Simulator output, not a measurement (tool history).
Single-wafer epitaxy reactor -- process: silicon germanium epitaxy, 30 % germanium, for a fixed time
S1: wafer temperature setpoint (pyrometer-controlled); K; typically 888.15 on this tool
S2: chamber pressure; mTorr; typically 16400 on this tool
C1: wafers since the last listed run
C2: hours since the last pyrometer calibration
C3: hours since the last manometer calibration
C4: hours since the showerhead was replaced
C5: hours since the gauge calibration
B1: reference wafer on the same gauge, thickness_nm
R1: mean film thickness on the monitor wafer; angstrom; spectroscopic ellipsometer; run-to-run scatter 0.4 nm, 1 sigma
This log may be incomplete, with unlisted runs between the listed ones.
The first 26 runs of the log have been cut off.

run 27 hour=1243.9 | S1=902.15 S2=16400 | C1=425 C2=386.3 C3=835.7 C4=932 C5=439.1 | B1=69.875 | R1=924.2
run 28 hour=1273.3 | S1=879.15 S2=14000 | C1=373 C2=415.7 C3=865.1 C4=961.4 C5=468.5 | B1=69.866 | R1=519.7
run 29 hour=1307.5 | S1=882.15 S2=13700 | C1=434 C2=449.9 C3=899.3 C4=995.6 C5=502.7 | B1=69.969 | R1=543.48
run 30 hour=1331.7 | S1=888.15 S2=16400 | C1=307 C2=474.1 C3=923.5 C4=1019.8 C5=526.9 | B1=69.986 | R1=702.54
run 31 hour=1387.4 | S1=902.15 S2=19600 | C1=707 C2=529.8 C3=979.2 C4=1075.5 C5=582.6 | B1=69.981 | R1=1040.03
run 32 hour=1446.4 | S1=888.15 S2=13100 | C1=749 C2=588.8 C3=1038.2 C4=1134.5 C5=641.6 | B1=70.047 | R1=589.46
run 33 hour=1509.8 | S1=902.15 S2=19500 | C1=804 C2=652.2 C3=1101.6 C4=1197.9 C5=705 | B1=69.891 | R1=1023.96
run 34 hour=1540 | S1=888.15 S2=16400 | C1=383 C2=682.4 C3=1131.8 C4=1228.1 C5=735.2 | B1=69.95 | R1=690.88

Each row is a separate what-if for the run after 34, all from the same tool condition, not one after another. Results?
run A hour=1540.4 | S1=888.15 S2=16400 | C1=5 C2=682.8 C3=1132.2 C4=1228.5 C5=735.6 | B1=? | R1=?
run B hour=1540.4 | S1=895.15 S2=16400 | C1=5 C2=682.8 C3=1132.2 C4=1228.5 C5=735.6 | B1=? | R1=?
run C hour=1540.4 | S1=898.15 S2=14900 | C1=5 C2=682.8 C3=1132.2 C4=1228.5 C5=735.6 | B1=? | R1=?
run D hour=1540.4 | S1=882.15 S2=15300 | C1=5 C2=682.8 C3=1132.2 C4=1228.5 C5=735.6 | B1=? | R1=?
run E hour=1540.4 | S1=899.15 S2=18400 | C1=5 C2=682.8 C3=1132.2 C4=1228.5 C5=735.6 | B1=? | R1=?

run=A B1=70.013 R1=692.19
run=B B1=70.013 R1=795.91
run=C B1=70.013 R1=789.16
run=D B1=70.013 R1=583.91
run=E B1=70.013 R1=928.46
Stripped of hidden state, with their random variation kept, the same runs would have yielded:
run=A R1=724.87
run=B R1=833.49
run=C R1=826.42
run=D R1=611.48
run=E R1=972.3

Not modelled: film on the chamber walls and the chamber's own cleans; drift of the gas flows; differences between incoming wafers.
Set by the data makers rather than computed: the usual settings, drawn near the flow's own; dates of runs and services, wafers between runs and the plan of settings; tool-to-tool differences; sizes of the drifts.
